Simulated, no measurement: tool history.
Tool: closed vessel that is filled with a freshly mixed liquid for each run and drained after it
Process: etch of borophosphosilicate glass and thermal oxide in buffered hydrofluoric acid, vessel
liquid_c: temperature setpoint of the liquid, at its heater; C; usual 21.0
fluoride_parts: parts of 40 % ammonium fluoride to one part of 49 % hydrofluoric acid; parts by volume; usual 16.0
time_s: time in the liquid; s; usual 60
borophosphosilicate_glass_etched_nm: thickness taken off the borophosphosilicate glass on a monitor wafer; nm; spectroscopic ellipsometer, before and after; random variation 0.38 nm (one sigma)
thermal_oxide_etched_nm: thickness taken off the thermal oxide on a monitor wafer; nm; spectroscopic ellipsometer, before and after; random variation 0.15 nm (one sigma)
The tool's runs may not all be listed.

run   hour  liquid_c  fluoride_parts  time_s  read-back film thickness of the borophosphosilicate glass reference wafer, read on the same gauge (nm)  read-back film thickness of the thermal oxide reference wafer, read on the same gauge (nm)  borophosphosilicate_glass_etched_nm  thermal_oxide_etched_nm
  1    0.0      21.0            16.0      60                                                                                                  100.00                                                                                       89.99                                53.49                    40.25
  2   27.8      21.0            16.0      60                                                                                                   99.97                                                                                       89.99                                53.36                    40.39
  3   43.5      21.0            16.0      60                                                                                                   99.97                                                                                       89.96                                53.37                    40.40
  4   53.6      21.0            16.0      60                                                                                                  100.05                                                                                       90.02                                53.72                    40.58
  5   60.8      24.0            14.0      60                                                                                                  100.00                                                                                       90.00                                72.88                    54.73
  6   72.3      21.0            16.0      70                                                                                                  100.02                                                                                       89.99                                62.39                    47.24
  7   81.4      21.0            16.0      60                                                                                                  100.05                                                                                       89.93                                54.27                    40.64
  8   90.5      21.0            10.0      60                                                                                                  100.00                                                                                       90.02                                82.31                    62.07
     100.3  -- thermometer replaced
  9  101.8      21.0            12.0      60                                                                                                  100.00                                                                                       90.03                                71.00                    53.66
 10  113.3      21.0            13.5      85                                                                                                  100.02                                                                                       89.95                                89.46                    67.87
     129.5  -- hydrofluoric acid flow meter replaced
 11  130.0      21.0            16.0      45                                                                                                   99.99                                                                                       90.04                                36.39                    27.44
 12  145.4      17.0            12.5      60                                                                                                  100.03                                                                                       90.01                                49.11                    37.07
 13  152.6      19.0            22.0      60                                                                                                  100.01                                                                                       89.99                                32.49                    24.55
     157.9  -- gauge calibrated
 14  164.4      21.0            16.0      60                                                                                                  100.02                                                                                       89.98                                49.18                    36.64
 15  171.1      17.0            11.5      60                                                                                                   99.99                                                                                       89.95                                53.56                    40.51
 16  184.0      21.0            16.0      60                                                                                                   99.95                                                                                       89.99                                48.99                    36.92
 17  199.6      23.0            19.5      60                                                                                                  100.03                                                                                       90.00                                43.70                    34.01
 18  209.4      24.5            20.5      75                                                                                                  100.01                                                                                       90.07                                58.23                    43.99

The next listed run, before its measurement:
 19  217.9      18.0            13.5      45                                                                                                       ?                                                                                           ?                                    ?                        ?

{"run 19": {"read-back film thickness of the borophosphosilicate glass reference wafer, read on the same gauge (nm)": 99.99, "read-back film thickness of the thermal oxide reference wafer, read on the same gauge (nm)": 89.96, "borophosphosilicate_glass_etched_nm": 36.69, "thermal_oxide_etched_nm": 27.5}}
Without the tool's hidden state the same run would have given borophosphosilicate_glass_etched_nm 36.15 nm, thermal_oxide_etched_nm 27.09 nm.

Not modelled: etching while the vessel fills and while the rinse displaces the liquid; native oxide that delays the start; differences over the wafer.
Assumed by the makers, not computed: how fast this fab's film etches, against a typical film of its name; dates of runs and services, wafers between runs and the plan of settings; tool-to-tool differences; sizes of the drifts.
